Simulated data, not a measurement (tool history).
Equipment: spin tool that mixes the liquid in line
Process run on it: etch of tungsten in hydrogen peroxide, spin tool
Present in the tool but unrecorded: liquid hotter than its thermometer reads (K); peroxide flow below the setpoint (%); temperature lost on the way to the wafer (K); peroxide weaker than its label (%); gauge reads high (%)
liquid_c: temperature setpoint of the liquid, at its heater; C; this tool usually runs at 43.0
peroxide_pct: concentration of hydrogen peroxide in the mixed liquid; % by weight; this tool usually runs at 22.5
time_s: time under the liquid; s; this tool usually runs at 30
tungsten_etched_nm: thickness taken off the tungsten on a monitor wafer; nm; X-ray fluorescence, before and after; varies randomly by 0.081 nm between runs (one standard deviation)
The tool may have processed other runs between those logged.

run,day,liquid_c,peroxide_pct,time_s,wafers since the last listed run,hours since the thermometer was replaced,hours since the peroxide flow meter was replaced,hours since the heated supply line was repaired,hours since the drum of peroxide was connected,hours since the gauge calibration,"read-back film thickness of the tungsten reference wafer, read on the same gauge (nm)",tungsten_etched_nm
1,0.000,43.0,26.5,35,0,92.5,595.4,2859.7,300.1,1409.4,120.01,28.50
2,2.029,43.0,22.5,30,733,141.2,644.1,2908.4,348.8,1458.1,120.00,22.50
# day 4.062: gauge calibrated
3,4.708,43.0,22.5,30,969,205.5,708.4,2972.7,413.1,15.5,120.01,22.72
4,5.812,43.0,22.5,30,399,232.0,734.9,2999.2,439.6,42.0,119.98,22.52
# day 6.588: heated supply line repaired
5,7.571,43.0,18.5,30,620,274.2,777.1,23.6,481.8,84.2,119.98,20.42
6,9.900,43.0,25.5,45,842,330.1,833.0,79.5,537.7,140.1,120.03,36.16
7,11.662,43.0,17.0,30,637,372.4,875.3,121.8,580.0,182.4,120.00,19.73
8,12.983,43.0,22.5,30,477,404.1,907.0,153.5,611.7,214.1,120.04,22.58
9,15.446,38.0,19.0,40,890,463.2,966.1,212.6,670.8,273.2,120.00,20.10
10,17.496,49.5,24.5,30,741,512.4,1015.3,261.8,720.0,322.4,120.02,35.55
11,18.821,43.0,22.5,30,479,544.2,1047.1,293.6,751.8,354.2,120.03,22.82
# day 19.200: peroxide flow meter replaced
12,21.779,43.0,19.5,30,1054,615.2,61.9,364.6,822.8,425.2,119.97,21.07

The next listed run, before its measurement:
13,22.942,43.0,22.5,45,420,643.1,89.8,392.5,850.7,453.1,?,?

Run 13 produced read-back film thickness of the tungsten reference wafer, read on the same gauge (nm) 120.02, tungsten_etched_nm 34.25 nm.
Minus the tool's unlogged condition, the same run would have read tungsten_etched_nm 33.97 nm.
